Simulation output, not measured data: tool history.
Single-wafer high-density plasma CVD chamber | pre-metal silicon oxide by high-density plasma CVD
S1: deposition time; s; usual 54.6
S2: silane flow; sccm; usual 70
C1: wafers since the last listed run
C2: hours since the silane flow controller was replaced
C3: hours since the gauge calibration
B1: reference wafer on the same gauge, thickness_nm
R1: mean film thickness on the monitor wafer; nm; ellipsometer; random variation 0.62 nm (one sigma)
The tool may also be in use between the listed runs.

Run 1, day 0: usual settings but S1 59.7 s; C1 0; C2 3988.1; C3 279.7; B1 470.009. Result: R1 471.968 nm.
Run 2, day 0.675: usual settings but S1 59.7 s; C1 369; C2 4004.3; C3 295.9; B1 470.132. Result: R1 473.814 nm.
Run 3, day 1.025: usual settings; C1 191; C2 4012.7; C3 304.3; B1 470.173. Result: R1 433.404 nm.
Run 4, day 1.517: usual settings; C1 269; C2 4024.5; C3 316.1; B1 469.574. Result: R1 431.934 nm.
Run 5, day 2.104: usual settings; C1 321; C2 4038.6; C3 330.2; B1 470.063. Result: R1 432.609 nm.
Run 6, day 2.567: usual settings but S1 57.3 s; C1 253; C2 4049.7; C3 341.3; B1 469.702. Result: R1 454.076 nm.
Run 7, day 3.104: usual settings; C1 294; C2 4062.6; C3 354.2; B1 469.957. Result: R1 432.917 nm.
Run 8, day 3.742: usual settings; C1 348; C2 4077.9; C3 369.5; B1 469.846. Result: R1 433.631 nm.
Run 9, day 4.088: usual settings but S2 79 sccm; C1 189; C2 4086.2; C3 377.8; B1 469.589. Result: R1 489.233 nm.
Run 10, day 4.567: usual settings; C1 262; C2 4097.7; C3 389.3; B1 469.896. Result: R1 433.699 nm.
Run 11, day 5.162: usual settings; C1 326; C2 4112; C3 403.6; B1 470.083. Result: R1 433.81 nm.
Run 12, day 5.688: usual settings; C1 287; C2 4124.6; C3 416.2; B1 470.269. Result: R1 434.273 nm.
At day 5.754: gauge calibrated.
Run 13, day 7.15: usual settings; C1 800; C2 4159.7; C3 33.5; B1 470.155. Result: R1 434.321 nm.
Run 14, day 7.842: usual settings; C1 378; C2 4176.3; C3 50.1; B1 469.857. Result: R1 433.905 nm.
Run 15, day 8.096: usual settings but S1 60.8 s, S2 79 sccm; C1 139; C2 4182.4; C3 56.2; B1 470.11. Result: R1 544.954 nm.
Run 16, day 8.625: usual settings but S1 60.8 s, S2 79 sccm; C1 289; C2 4195.1; C3 68.9; B1 470.18. Result: R1 546.392 nm.
Run 17, day 8.954: usual settings but S1 59.4 s, S2 80 sccm; C1 180; C2 4203; C3 76.8; B1 470.147. Result: R1 539.833 nm.
Run 18, day 9.329: usual settings; C1 205; C2 4212; C3 85.8; B1 470.14. Result: R1 435.581 nm.
Run 19, day 9.85: usual settings but S2 80 sccm; C1 284; C2 4224.5; C3 98.3; B1 470.225. Result: R1 496.572 nm.
Run 20, day 10.517: usual settings but S1 46.7 s, S2 59 sccm; C1 364; C2 4240.5; C3 114.3; B1 469.923. Result: R1 314.046 nm.
Run 21, day 11.1: usual settings but S1 44.5 s, S2 77 sccm; C1 319; C2 4254.5; C3 128.3; B1 470.125. Result: R1 390.106 nm.
Run 22, day 11.683: usual settings but S1 59.7 s; C1 319; C2 4268.5; C3 142.3; B1 470.311. Result: R1 476.223 nm.
Run 23, day 12.017: usual settings but S1 48 s; C1 182; C2 4276.5; C3 150.3; B1 469.748. Result: R1 381.813 nm.
At day 12.367: silane flow controller replaced.
Run 24, day 12.388: usual settings but S1 44 s; C1 20; C2 0.5; C3 159.2; B1 470.021. Result: R1 332.739 nm.
Run 25, day 12.921: usual settings but S1 47.3 s, S2 66 sccm; C1 291; C2 13.3; C3 172; B1 470.007. Result: R1 335.854 nm.
Run 26, day 13.292: usual settings but S1 46.2 s, S2 61 sccm; C1 202; C2 22.2; C3 180.9; B1 470.257. Result: R1 303.87 nm.
Run 27, day 13.725: usual settings but S1 58.7 s; C1 237; C2 32.6; C3 191.3; B1 470.023. Result: R1 443.534 nm.
Run 28, day 14.25: usual settings; C1 287; C2 45.2; C3 203.9; B1 470.003. Result: R1 413.353 nm.
Run 29, day 14.833: usual settings but S1 59.4 s; C1 319; C2 59.2; C3 217.9; B1 470.193. Result: R1 449.087 nm.
Run 30, day 15.583: usual settings but S2 82 sccm; C1 410; C2 77.2; C3 235.9; B1 470.45. Result: R1 484.105 nm.
Run 31, day 16.088: usual settings but S1 60.5 s, S2 75 sccm; C1 275; C2 89.3; C3 248; B1 469.989. Result: R1 490.358 nm.
Run 32, day 16.492: usual settings but S1 45.6 s, S2 76 sccm; C1 221; C2 99; C3 257.7; B1 469.879. Result: R1 374.323 nm.

5 ways to go on from here, each from the tool as it stands after run 32. What would each give?
Run A, day 16.508: usual settings; C1 9; C2 99.4; C3 258.1; B1 ?. Result: R1 ?.
Run B, day 16.508: usual settings but S1 62.9 s, S2 63 sccm; C1 9; C2 99.4; C3 258.1; B1 ?. Result: R1 ?.
Run C, day 16.508: usual settings but S1 59.8 s; C1 9; C2 99.4; C3 258.1; B1 ?. Result: R1 ?.
Run D, day 16.508: usual settings but S1 48.7 s, S2 66 sccm; C1 9; C2 99.4; C3 258.1; B1 ?. Result: R1 ?.
Run E, day 16.508: usual settings but S1 63.6 s, S2 56 sccm; C1 9; C2 99.4; C3 258.1; B1 ?. Result: R1 ?.

run       B1       R1
  A  470.016  412.514
  B  470.016    427.7
  C  470.016  451.802
  D  470.016  346.914
  E  470.016  384.409
Without the tool's hidden state the same runs would have given:
run       R1
  A  411.342
  B  426.485
  C  450.517
  D  345.928
  E  383.316
